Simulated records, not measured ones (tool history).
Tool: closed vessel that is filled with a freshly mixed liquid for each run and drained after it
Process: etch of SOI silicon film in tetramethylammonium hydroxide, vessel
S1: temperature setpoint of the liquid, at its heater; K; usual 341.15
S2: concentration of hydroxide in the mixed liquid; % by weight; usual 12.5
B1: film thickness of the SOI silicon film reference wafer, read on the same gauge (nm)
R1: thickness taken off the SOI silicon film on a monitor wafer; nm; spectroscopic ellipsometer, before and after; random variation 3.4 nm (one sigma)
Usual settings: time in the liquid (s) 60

run 1 hour=0.0 | S1=341.15 S2=12.5 time_in_the_liquid_(s)=60 | B1=70.02 | R1=354.36
run 2 hour=57.6 | S1=341.15 S2=12.5 time_in_the_liquid_(s)=60 | B1=70.01 | R1=354.35
run 3 hour=87.1 | S1=341.15 S2=12.5 time_in_the_liquid_(s)=60 | B1=70.02 | R1=351.61
run 4 hour=142.7 | S1=341.15 S2=12.5 time_in_the_liquid_(s)=60 | B1=70.00 | R1=357.46
run 5 hour=169.0 | S1=345.15 S2=12.5 time_in_the_liquid_(s)=30 | B1=70.00 | R1=223.13
run 6 hour=199.6 | S1=341.15 S2=12.5 time_in_the_liquid_(s)=60 | B1=69.95 | R1=351.92
run 7 hour=264.5 | S1=341.15 S2=12.5 time_in_the_liquid_(s)=60 | B1=69.99 | R1=353.55
run 8 hour=300.9 | S1=341.15 S2=11.5 time_in_the_liquid_(s)=60 | B1=69.98 | R1=354.06
run 9 hour=343.5 | S1=341.15 S2=11.5 time_in_the_liquid_(s)=60 | B1=70.02 | R1=353.17
run 10 hour=492.7 | S1=338.65 S2=12.5 time_in_the_liquid_(s)=60 | B1=70.02 | R1=293.77
run 11 hour=558.3 | S1=341.15 S2=12.5 time_in_the_liquid_(s)=60 | B1=69.99 | R1=350.68
run 12 hour=587.4 | S1=341.15 S2=12.5 time_in_the_liquid_(s)=60 | B1=70.04 | R1=343.53
run 13 hour=625.4 | S1=341.15 S2=12.5 time_in_the_liquid_(s)=60 | B1=69.97 | R1=343.62
run 14 hour=660.9 | S1=341.15 S2=12.5 time_in_the_liquid_(s)=60 | B1=69.98 | R1=334.59
run 15 hour=730.3 | S1=341.15 S2=14.5 time_in_the_liquid_(s)=60 | B1=70.01 | R1=315.00
run 16 hour=779.5 | S1=345.15 S2=14.0 time_in_the_liquid_(s)=90 | B1=70.00 | R1=597.73
run 17 hour=825.7 | S1=341.15 S2=12.5 time_in_the_liquid_(s)=60 | B1=70.00 | R1=331.07
-- hour=849.9 gauge calibrated
run 18 hour=884.2 | S1=343.15 S2=15.0 time_in_the_liquid_(s)=60 | B1=70.04 | R1=344.25
run 19 hour=913.5 | S1=341.15 S2=12.5 time_in_the_liquid_(s)=60 | B1=70.00 | R1=336.91
run 20 hour=982.8 | S1=346.15 S2=13.5 time_in_the_liquid_(s)=45 | B1=69.99 | R1=323.83
run 21 hour=1020.4 | S1=336.15 S2=15.5 time_in_the_liquid_(s)=45 | B1=70.00 | R1=167.55
run 22 hour=1063.5 | S1=336.65 S2=8.5 time_in_the_liquid_(s)=30 | B1=69.99 | R1=144.03
run 23 hour=1135.1 | S1=337.15 S2=12.5 time_in_the_liquid_(s)=60 | B1=70.02 | R1=256.85
-- hour=1163.9 thermometer replaced
run 24 hour=1204.4 | S1=335.15 S2=12.5 time_in_the_liquid_(s)=60 | B1=69.99 | R1=248.69
run 25 hour=1359.2 | S1=347.15 S2=9.5 time_in_the_liquid_(s)=80 | B1=69.99 | R1=748.45
-- hour=1409.4 hydroxide flow meter replaced
run 26 hour=1415.3 | S1=341.15 S2=9.0 time_in_the_liquid_(s)=60 | B1=69.98 | R1=406.91
run 27 hour=1440.2 | S1=341.15 S2=12.5 time_in_the_liquid_(s)=60 | B1=69.95 | R1=355.65
run 28 hour=1479.9 | S1=341.15 S2=12.5 time_in_the_liquid_(s)=60 | B1=70.01 | R1=352.24
run 29 hour=1532.4 | S1=347.15 S2=10.5 time_in_the_liquid_(s)=60 | B1=70.02 | R1=529.18
run 30 hour=1708.2 | S1=344.65 S2=9.5 time_in_the_liquid_(s)=30 | B1=70.03 | R1=240.54
run 31 hour=1751.1 | S1=348.65 S2=12.5 time_in_the_liquid_(s)=60 | B1=70.02 | R1=537.86
run 32 hour=1787.6 | S1=333.15 S2=12.5 time_in_the_liquid_(s)=75 | B1=70.02 | R1=265.76
run 33 hour=1813.1 | S1=341.15 S2=9.5 time_in_the_liquid_(s)=80 | B1=70.05 | R1=501.86

Forecast each of these 5 alternatives for the next run:
run A hour=1813.8 | S1=333.65 S2=12.5 time_in_the_liquid_(s)=60 | B1=? | R1=?
run B hour=1813.8 | S1=344.15 S2=15.0 time_in_the_liquid_(s)=45 | B1=? | R1=?
run C hour=1813.8 | S1=347.15 S2=9.0 time_in_the_liquid_(s)=60 | B1=? | R1=?
run D hour=1813.8 | S1=341.15 S2=12.5 time_in_the_liquid_(s)=80 | B1=? | R1=?
run E hour=1813.8 | S1=345.15 S2=12.5 time_in_the_liquid_(s)=50 | B1=? | R1=?

run=A B1=70.02 R1=218.06
run=B B1=70.02 R1=282.24
run=C B1=70.02 R1=554.88
run=D B1=70.02 R1=459.69
run=E B1=70.02 R1=363.81
Without the tool's hidden state the same runs would have given:
run=A R1=230.67
run=B R1=297.51
run=C R1=584.36
run=D R1=485.00
run=E R1=383.36

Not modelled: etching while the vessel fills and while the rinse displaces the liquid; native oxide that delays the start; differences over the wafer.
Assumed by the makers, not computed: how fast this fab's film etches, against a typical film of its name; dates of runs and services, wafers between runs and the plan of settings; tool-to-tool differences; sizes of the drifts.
